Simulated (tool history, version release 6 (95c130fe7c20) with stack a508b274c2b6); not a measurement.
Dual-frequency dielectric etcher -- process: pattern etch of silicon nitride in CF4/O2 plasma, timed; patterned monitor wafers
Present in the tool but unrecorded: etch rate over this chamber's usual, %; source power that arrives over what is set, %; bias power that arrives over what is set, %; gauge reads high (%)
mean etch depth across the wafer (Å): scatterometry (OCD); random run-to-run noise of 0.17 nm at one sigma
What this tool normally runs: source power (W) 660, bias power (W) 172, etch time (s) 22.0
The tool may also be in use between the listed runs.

run,day,source power (W),bias power (W),etch time (s),wafers since the last listed run,hours since the last wet clean,hours since the last source power generator calibration,hours since the last bias power generator calibration,hours since the last upper electrode change,hours since the gauge calibration,"read-back reference wafer on the same gauge, depth_nm",mean etch depth across the wafer (Å)
1,0.000,660,172,22.0,0,75.7,2613.5,3664.6,1317.7,642.9,47.2,554
2,1.188,660,172,22.0,364,104.2,2642.0,3693.1,1346.2,671.4,47.2,555
# day 1.712: gauge calibrated
3,6.792,580,172,22.0,1719,238.7,2776.5,3827.6,1480.7,121.9,47.1,483
# day 12.583: wet clean of the chamber
4,15.379,580,172,22.0,2327,67.1,2982.6,4033.7,1686.8,328.0,47.2,481
# day 17.217: source power generator calibrated
5,17.496,660,172,22.0,598,117.9,6.7,4084.5,1737.6,378.8,47.2,577
6,19.262,660,172,22.0,541,160.3,49.1,4126.9,1780.0,421.2,47.2,576
7,22.146,660,198,22.0,884,229.5,118.3,4196.1,1849.2,490.4,47.2,597
8,23.750,660,198,22.0,492,268.0,156.8,4234.6,1887.7,528.9,47.2,600
9,24.992,660,172,22.0,380,297.8,186.6,4264.4,1917.5,558.7,47.1,575
10,26.571,660,188,22.0,484,335.7,224.5,4302.3,1955.4,596.6,47.1,591
# day 28.462: bias power generator calibrated
# day 28.958: wet clean of the chamber
# day 29.867: upper electrode replaced
11,29.888,720,153,18.5,535,22.3,304.1,34.2,0.5,676.2,47.3,506
12,29.900,510,172,17.5,3,22.6,304.4,34.5,0.8,676.5,47.2,342
# day 30.675: gauge calibrated
13,31.962,660,172,19.0,632,72.1,353.9,84.0,50.3,30.9,47.2,490
14,34.604,660,172,22.0,810,135.5,417.3,147.4,113.7,94.3,47.2,565
15,36.246,780,172,20.0,503,174.9,456.7,186.8,153.1,133.7,47.2,617
16,38.508,730,172,22.0,694,229.2,511.0,241.1,207.4,188.0,47.2,629

4 ways to go on from here, each from the tool as it stands after run 16. What would each give?
A,38.525,770,172,22.0,5,229.6,511.4,241.5,207.8,188.4,?,?
B,38.525,660,151,16.5,5,229.6,511.4,241.5,207.8,188.4,?,?
C,38.525,660,157,22.0,5,229.6,511.4,241.5,207.8,188.4,?,?
D,38.525,550,201,24.0,5,229.6,511.4,241.5,207.8,188.4,?,?

run,"read-back reference wafer on the same gauge, depth_nm",mean etch depth across the wafer (Å)
A,47.2,666
B,47.2,411
C,47.2,554
D,47.2,534
With no hidden state in the tool, these same runs would have given:
run,mean etch depth across the wafer (Å)
A,675
B,416
C,561
D,541
